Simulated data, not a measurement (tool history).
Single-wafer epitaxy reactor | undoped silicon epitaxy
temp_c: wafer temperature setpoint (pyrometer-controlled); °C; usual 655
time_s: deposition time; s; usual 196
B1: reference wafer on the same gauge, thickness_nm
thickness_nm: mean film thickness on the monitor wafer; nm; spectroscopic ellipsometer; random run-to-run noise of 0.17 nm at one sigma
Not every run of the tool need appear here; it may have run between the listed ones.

run 1 hour=0 | temp_c=655 time_s=206 | B1=33.075 | thickness_nm=34.449
run 2 hour=50.6 | temp_c=655 time_s=196 | B1=33.194 | thickness_nm=33.287
run 3 hour=88.8 | temp_c=666 time_s=222 | B1=33.057 | thickness_nm=46.346
run 4 hour=187.4 | temp_c=666 time_s=222 | B1=33.108 | thickness_nm=45.855
run 5 hour=254.8 | temp_c=662 time_s=196 | B1=33.046 | thickness_nm=37.808
run 6 hour=322.1 | temp_c=645 time_s=196 | B1=33.065 | thickness_nm=27.197
run 7 hour=389.1 | temp_c=655 time_s=196 | B1=33.121 | thickness_nm=32.904
run 8 hour=453.1 | temp_c=655 time_s=196 | B1=33.028 | thickness_nm=32.765
run 9 hour=519.9 | temp_c=648 time_s=221 | B1=33.087 | thickness_nm=32.648
run 10 hour=607.9 | temp_c=646 time_s=196 | B1=33.032 | thickness_nm=27.62
run 11 hour=652.9 | temp_c=655 time_s=211 | B1=33.202 | thickness_nm=35.631
run 12 hour=701.3 | temp_c=655 time_s=196 | B1=33.056 | thickness_nm=32.986
run 13 hour=779.3 | temp_c=655 time_s=196 | B1=33.116 | thickness_nm=32.9
run 14 hour=883.7 | temp_c=655 time_s=196 | B1=33.069 | thickness_nm=32.664
run 15 hour=981.7 | temp_c=655 time_s=196 | B1=33.035 | thickness_nm=32.968
run 16 hour=1038.9 | temp_c=655 time_s=196 | B1=33.094 | thickness_nm=32.68
run 17 hour=1122.9 | temp_c=655 time_s=196 | B1=33.067 | thickness_nm=32.828
run 18 hour=1186.2 | temp_c=652 time_s=196 | B1=33.117 | thickness_nm=30.977
-- hour=1221.1 gauge calibrated
run 19 hour=1281 | temp_c=655 time_s=196 | B1=33.059 | thickness_nm=32.402
run 20 hour=1361.9 | temp_c=655 time_s=196 | B1=33.079 | thickness_nm=32.851
run 21 hour=1418.9 | temp_c=664 time_s=234 | B1=33.161 | thickness_nm=46.523
run 22 hour=1526 | temp_c=650 time_s=183 | B1=33.05 | thickness_nm=27.747
-- hour=1582 pyrometer calibrated
run 23 hour=1582.5 | temp_c=642 time_s=176 | B1=33.164 | thickness_nm=25.551
run 24 hour=1833 | temp_c=670 time_s=196 | B1=33.099 | thickness_nm=47.394
run 25 hour=1882.6 | temp_c=655 time_s=196 | B1=33.073 | thickness_nm=35.797
run 26 hour=1942.9 | temp_c=650 time_s=183 | B1=33.098 | thickness_nm=30.323
run 27 hour=2016.1 | temp_c=659 time_s=168 | B1=33.11 | thickness_nm=33.101
run 28 hour=2082.2 | temp_c=647 time_s=196 | B1=33.164 | thickness_nm=30.447
run 29 hour=2178.9 | temp_c=655 time_s=196 | B1=33.066 | thickness_nm=35.149
run 30 hour=2243.4 | temp_c=661 time_s=196 | B1=33.09 | thickness_nm=40.075
-- hour=2291 pyrometer calibrated, repeated, since the last time left the tool worse
run 31 hour=2309.8 | temp_c=669 time_s=196 | B1=33.099 | thickness_nm=44.057
run 32 hour=2416.9 | temp_c=659 time_s=159 | B1=33.169 | thickness_nm=29.287
run 33 hour=2726.5 | temp_c=655 time_s=196 | B1=33.089 | thickness_nm=33.243
run 34 hour=2805 | temp_c=648 time_s=196 | B1=33.13 | thickness_nm=29.045
run 35 hour=2903.4 | temp_c=660 time_s=180 | B1=33.136 | thickness_nm=33.626
run 36 hour=2960.1 | temp_c=655 time_s=196 | B1=33.085 | thickness_nm=33.251
run 37 hour=3051.2 | temp_c=642 time_s=177 | B1=33.058 | thickness_nm=23.215
run 38 hour=3092.2 | temp_c=655 time_s=196 | B1=33.064 | thickness_nm=32.915
run 39 hour=3143.1 | temp_c=655 time_s=196 | B1=33.091 | thickness_nm=33.069
run 40 hour=3216.5 | temp_c=655 time_s=213 | B1=33.127 | thickness_nm=35.998
run 41 hour=3313.4 | temp_c=663 time_s=169 | B1=33.089 | thickness_nm=33.217

Selected run-to-run steps in thickness_nm, each split into two signed amounts: the part the tool would show with no hidden state at all (from settings, incoming material and random variation), and the remainder, which goes to the hidden state together with any gauge scatter not common to the measured and the hidden-state-free results:
Unlogged tool condition in this case: wafer temperature above the value expected at the setpoint (K); gauge reads high (%).
Run 21 -> 22: temp_c 664 -> 650, time_s 234 -> 183. thickness_nm -18.776 nm: hidden state +0.623, all else -19.399.
Run 22 -> 23: temp_c 650 -> 642, time_s 183 -> 176, pyrometer calibrated. thickness_nm -2.196 nm: hidden state +2.694, all else -4.89.
Run 23 -> 24: temp_c 642 -> 670, time_s 176 -> 196. thickness_nm +21.843 nm: hidden state +0.817, all else +21.026.
Run 30 -> 31: temp_c 661 -> 669, pyrometer calibrated, repeated, since the last time left the tool worse. thickness_nm +3.982 nm: hidden state -1.634, all else +5.616.
Run 31 -> 32: temp_c 669 -> 659, time_s 196 -> 159. thickness_nm -14.77 nm: hidden state -0.176, all else -14.594.
